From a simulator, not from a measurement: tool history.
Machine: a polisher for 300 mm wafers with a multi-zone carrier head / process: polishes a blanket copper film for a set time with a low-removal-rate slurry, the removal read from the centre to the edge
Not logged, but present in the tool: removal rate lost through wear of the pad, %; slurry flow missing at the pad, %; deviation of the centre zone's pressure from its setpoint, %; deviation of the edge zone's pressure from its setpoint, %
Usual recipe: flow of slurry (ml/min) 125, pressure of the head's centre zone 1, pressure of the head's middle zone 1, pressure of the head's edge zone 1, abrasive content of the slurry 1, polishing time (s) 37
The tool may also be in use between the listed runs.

run   hour  flow of slurry (ml/min)  pressure of the head's centre zone  pressure of the head's middle zone  pressure of the head's edge zone  abrasive content of the slurry  polishing time (s)  wafers since the last listed run  wafers polished on this pad  hours since the slurry nozzle was cleaned  hours since the centre zone pressure was calibrated  hours since the edge zone pressure was calibrated  hours since the carrier head's membrane was replaced  incoming thickness of the incoming film, nm  film removed at the wafer's centre (angstrom)  film removed at mid-radius (angstrom)  film removed at the wafer's edge (angstrom)
  1      0                      125                                   1                                   1                                 1                               1                  37                                 0                          550                                      280.4                                               1149.5                                              687.1                                                1152.4                                       1138.1                                            946                                   1015                                         1008
  2   16.5                      125                                   1                                   1                                 1                               1                  37                               153                          703                                      296.9                                                 1166                                              703.6                                                1168.9                                       1126.8                                            958                                    984                                         1008
      35.4  -- worn pad replaced by a new one, of another model than before
  3   35.9                      125                                   1                                   1                                 1                               1                  37                               143                            4                                      316.3                                               1185.4                                                723                                                1188.3                                       1113.1                                           1013                                   1086                                         1044
  4   46.8                      125                                   1                                   1                                 1                               1                  37                               101                          105                                      327.2                                               1196.3                                              733.9                                                1199.2                                       1144.1                                           1018                                   1054                                         1035
      58.2  -- slurry nozzle cleaned
  5   58.7                      125                                   1                                   1                                 1                               1                  37                               101                          207                                        0.5                                               1208.2                                              745.8                                                1211.1                                       1116.2                                           1113                                   1118                                         1110
  6   71.3                      125                                   1                                   1                                 1                               1                  37                               117                          324                                       13.1                                               1220.8                                              758.4                                                1223.7                                       1128.8                                           1115                                   1175                                         1136
  7   77.8                      125                                   1                                   1                                 1                               1                  37                                60                          384                                       19.6                                               1227.3                                              764.9                                                1230.2                                       1121.3                                           1100                                   1152                                         1106
  8   88.2                      125                                   1                                   1                                 1                               1                  37                                96                          481                                         30                                               1237.7                                              775.3                                                1240.6                                       1125.6                                           1116                                   1142                                         1083
  9     95                      125                                   1                                   1                                 1                               1                  37                                63                          544                                       36.8                                               1244.5                                              782.1                                                1247.4                                       1122.8                                           1095                                   1136                                         1079
     103.9  -- carrier head's membrane replaced by a new one
 10  104.4                       95                                0.89                                1.07                                 1                             1.2                  37                                40                          585                                       46.2                                               1253.9                                              791.5                                                   0.5                                       1124.9                                            944                                   1183                                         1097
 11  119.3                      125                                   1                                   1                                 1                               1                  37                               138                          723                                       61.1                                               1268.8                                              806.4                                                  15.4                                       1110.8                                           1082                                   1123                                         1121
 12  127.6                      125                                   1                                   1                                 1                               1                  37                                77                          800                                       69.4                                               1277.1                                              814.7                                                  23.7                                       1121.2                                           1085                                   1104                                         1067
 13  134.9                      125                                   1                                   1                                 1                               1                  37                                67                          868                                       76.7                                               1284.4                                                822                                                    31                                         1102                                           1058                                   1106                                         1109
     145.6  -- worn pad replaced by a new one
 14  146.1                      125                                   1                                   1                               1.1                            1.15                  37                                66                            4                                       87.9                                               1295.6                                              833.2                                                  42.2                                       1123.5                                           1105                                   1143                                         1141
     158.7  -- centre zone pressure recalibrated
     160.6  -- edge zone pressure recalibrated
 15  179.8                      125                                   1                                0.89                                 1                               1                  42                               277                          281                                      121.6                                                 21.1                                               19.2                                                  75.9                                       1103.8                                           1195                                   1111                                         1252
 16  193.2                      140                                   1                                   1                              1.12                            1.25                  49                               124                          406                                        135                                                 34.5                                               32.6                                                  89.3                                       1107.2                                           1494                                   1563                                         1573
 17  206.7                      125                                   1                                   1                                 1                             0.8                  37                               125                          531                                      148.5                                                   48                                               46.1                                                 102.8                                         1135                                            995                                   1037                                         1041
 18  223.4                      125                                   1                                   1                                 1                               1                  37                               155                          686                                      165.2                                                 64.7                                               62.8                                                 119.5                                       1120.4                                           1038                                   1082                                         1056
 19  240.2                      125                                0.95                                   1                              0.94                             0.7                  37                               156                          842                                        182                                                 81.5                                               79.6                                                 136.3                                       1115.8                                            933                                   1005                                          964
     247.7  -- worn pad replaced by a new one
 20  253.6                      125                                0.92                                   1                              1.06                            1.25                  28                                87                           54                                      195.4                                                 94.9                                                 93                                                 149.7                                         1122                                            745                                    852                                          854

Give the tool's hidden conditions for every run:
removal rate lost through wear of the pad, %: 0 on each run
deviation of the centre zone's pressure from its setpoint, %: 0 on each run
deviation of the edge zone's pressure from its setpoint, %: 0 on each run
H1: slurry flow missing at the pad, %
run     H1
  1   41.2
  2   41.6
  3   42.1
  4   42.4
  5  0.777
  6   5.18
  7   7.27
  8   10.4
  9   12.2
 10   14.7
 11   18.1
 12   19.8
 13   21.3
 14   23.3
 15   28.3
 16   29.9
 17   31.3
 18   32.9
 19   34.2
 20   35.2
